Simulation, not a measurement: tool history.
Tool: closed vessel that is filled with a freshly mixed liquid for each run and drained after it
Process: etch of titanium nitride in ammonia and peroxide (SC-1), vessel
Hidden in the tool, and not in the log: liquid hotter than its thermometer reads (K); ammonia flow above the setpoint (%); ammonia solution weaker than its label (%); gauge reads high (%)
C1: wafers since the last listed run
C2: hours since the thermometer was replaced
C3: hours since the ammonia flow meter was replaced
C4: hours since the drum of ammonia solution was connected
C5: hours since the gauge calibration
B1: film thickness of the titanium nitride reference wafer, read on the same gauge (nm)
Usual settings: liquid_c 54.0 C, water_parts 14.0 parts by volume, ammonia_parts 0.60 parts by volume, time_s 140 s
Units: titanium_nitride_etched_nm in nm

Run 1, day 0.000: usual settings; C1 0; C2 2184.2; C3 730.7; C4 504.7; C5 442.7; B1 90.01. Result: titanium_nitride_etched_nm 11.39 nm.
Run 2, day 1.396: usual settings; C1 2731; C2 2217.7; C3 764.2; C4 538.2; C5 476.2; B1 90.00. Result: titanium_nitride_etched_nm 11.29 nm.
Run 3, day 2.429: usual settings; C1 2022; C2 2242.5; C3 789.0; C4 563.0; C5 501.0; B1 89.99. Result: titanium_nitride_etched_nm 11.30 nm.
Run 4, day 3.588: usual settings; C1 2267; C2 2270.3; C3 816.8; C4 590.8; C5 528.8; B1 90.02. Result: titanium_nitride_etched_nm 11.25 nm.
Run 5, day 4.833: usual settings; C1 2438; C2 2300.2; C3 846.7; C4 620.7; C5 558.7; B1 90.01. Result: titanium_nitride_etched_nm 11.23 nm.
Run 6, day 6.117: usual settings; C1 2511; C2 2331.0; C3 877.5; C4 651.5; C5 589.5; B1 90.00. Result: titanium_nitride_etched_nm 11.24 nm.
Run 7, day 7.129: usual settings; C1 1981; C2 2355.3; C3 901.8; C4 675.8; C5 613.8; B1 90.02. Result: titanium_nitride_etched_nm 11.29 nm.
Run 8, day 8.554: usual settings but liquid_c 46.5 C; C1 2788; C2 2389.5; C3 936.0; C4 710.0; C5 648.0; B1 90.00. Result: titanium_nitride_etched_nm 6.82 nm.
At day 8.633: ammonia flow meter replaced.
At day 9.629: gauge calibrated.
Run 9, day 10.029: usual settings but liquid_c 46.5 C; C1 2805; C2 2424.9; C3 33.5; C4 745.4; C5 9.6; B1 89.98. Result: titanium_nitride_etched_nm 6.89 nm.
Run 10, day 10.746: usual settings; C1 1402; C2 2442.1; C3 50.7; C4 762.6; C5 26.8; B1 90.02. Result: titanium_nitride_etched_nm 11.47 nm.
Run 11, day 11.329: usual settings; C1 1141; C2 2456.1; C3 64.7; C4 776.6; C5 40.8; B1 89.99. Result: titanium_nitride_etched_nm 11.54 nm.
Run 12, day 12.596: usual settings; C1 2479; C2 2486.5; C3 95.1; C4 807.0; C5 71.2; B1 90.00. Result: titanium_nitride_etched_nm 11.48 nm.
Run 13, day 13.896: usual settings; C1 2544; C2 2517.7; C3 126.3; C4 838.2; C5 102.4; B1 90.00. Result: titanium_nitride_etched_nm 11.33 nm.
At day 14.138: new drum of ammonia solution connected.
At day 14.358: thermometer replaced.
Run 14, day 14.462: usual settings; C1 945; C2 2.5; C3 139.9; C4 7.8; C5 116.0; B1 90.00. Result: titanium_nitride_etched_nm 9.75 nm.
Run 15, day 15.400: usual settings but ammonia_parts 0.85 parts by volume, time_s 95 s; C1 1834; C2 25.0; C3 162.4; C4 30.3; C5 138.5; B1 90.01. Result: titanium_nitride_etched_nm 7.07 nm.
Run 16, day 16.312: usual settings; C1 1785; C2 46.9; C3 184.3; C4 52.2; C5 160.4; B1 89.99. Result: titanium_nitride_etched_nm 9.82 nm.
Run 17, day 16.979: usual settings but liquid_c 44.5 C, ammonia_parts 0.50 parts by volume, time_s 105 s; C1 1304; C2 62.9; C3 200.3; C4 68.2; C5 176.4; B1 90.01. Result: titanium_nitride_etched_nm 3.67 nm.
Run 18, day 17.575: usual settings but liquid_c 51.5 C, water_parts 19.0 parts by volume; C1 1166; C2 77.2; C3 214.6; C4 82.5; C5 190.7; B1 89.99. Result: titanium_nitride_etched_nm 7.00 nm.
Run 19, day 18.850: usual settings but time_s 65 s; C1 2495; C2 107.8; C3 245.2; C4 113.1; C5 221.3; B1 89.99. Result: titanium_nitride_etched_nm 4.56 nm.
Run 20, day 19.583: usual settings but liquid_c 44.5 C, water_parts 12.0 parts by volume, time_s 100 s; C1 1435; C2 125.4; C3 262.8; C4 130.7; C5 238.9; B1 90.02. Result: titanium_nitride_etched_nm 3.93 nm.
Run 21, day 21.067: usual settings; C1 2903; C2 161.0; C3 298.4; C4 166.3; C5 274.5; B1 89.97. Result: titanium_nitride_etched_nm 9.83 nm.
Run 22, day 22.038: usual settings; C1 1900; C2 184.3; C3 321.7; C4 189.6; C5 297.8; B1 90.02. Result: titanium_nitride_etched_nm 9.86 nm.
Run 23, day 22.850: usual settings but liquid_c 49.5 C, water_parts 12.0 parts by volume, ammonia_parts 0.85 parts by volume, time_s 115 s; C1 1590; C2 203.8; C3 341.2; C4 209.1; C5 317.3; B1 89.99. Result: titanium_nitride_etched_nm 6.92 nm.
Run 24, day 23.483: usual settings but water_parts 17.5 parts by volume; C1 1239; C2 219.0; C3 356.4; C4 224.3; C5 332.5; B1 89.99. Result: titanium_nitride_etched_nm 8.86 nm.
Run 25, day 24.125: usual settings; C1 1255; C2 234.4; C3 371.8; C4 239.7; C5 347.9; B1 90.02. Result: titanium_nitride_etched_nm 9.96 nm.
Run 26, day 25.012: usual settings; C1 1736; C2 255.7; C3 393.1; C4 261.0; C5 369.2; B1 89.99. Result: titanium_nitride_etched_nm 9.92 nm.
Run 27, day 26.425: usual settings but ammonia_parts 0.80 parts by volume; C1 2764; C2 289.6; C3 427.0; C4 294.9; C5 403.1; B1 90.00. Result: titanium_nitride_etched_nm 10.49 nm.

Forecast each of these 4 alternatives for the next run:
Run A, day 26.454: usual settings but ammonia_parts 0.85 parts by volume; C1 57; C2 290.3; C3 427.7; C4 295.6; C5 403.8; B1 ?. Result: titanium_nitride_etched_nm ?.
Run B, day 26.454: usual settings but liquid_c 48.5 C, time_s 115 s; C1 57; C2 290.3; C3 427.7; C4 295.6; C5 403.8; B1 ?. Result: titanium_nitride_etched_nm ?.
Run C, day 26.454: usual settings but time_s 75 s; C1 57; C2 290.3; C3 427.7; C4 295.6; C5 403.8; B1 ?. Result: titanium_nitride_etched_nm ?.
Run D, day 26.454: usual settings but time_s 55 s; C1 57; C2 290.3; C3 427.7; C4 295.6; C5 403.8; B1 ?. Result: titanium_nitride_etched_nm ?.

run     B1  titanium_nitride_etched_nm
  A  90.01                       10.55
  B  90.01                        5.58
  C  90.01                        5.32
  D  90.01                        3.90
Without the tool's hidden state the same runs would have given:
run  titanium_nitride_etched_nm
  A                       10.30
  B                        5.45
  C                        5.19
  D                        3.81

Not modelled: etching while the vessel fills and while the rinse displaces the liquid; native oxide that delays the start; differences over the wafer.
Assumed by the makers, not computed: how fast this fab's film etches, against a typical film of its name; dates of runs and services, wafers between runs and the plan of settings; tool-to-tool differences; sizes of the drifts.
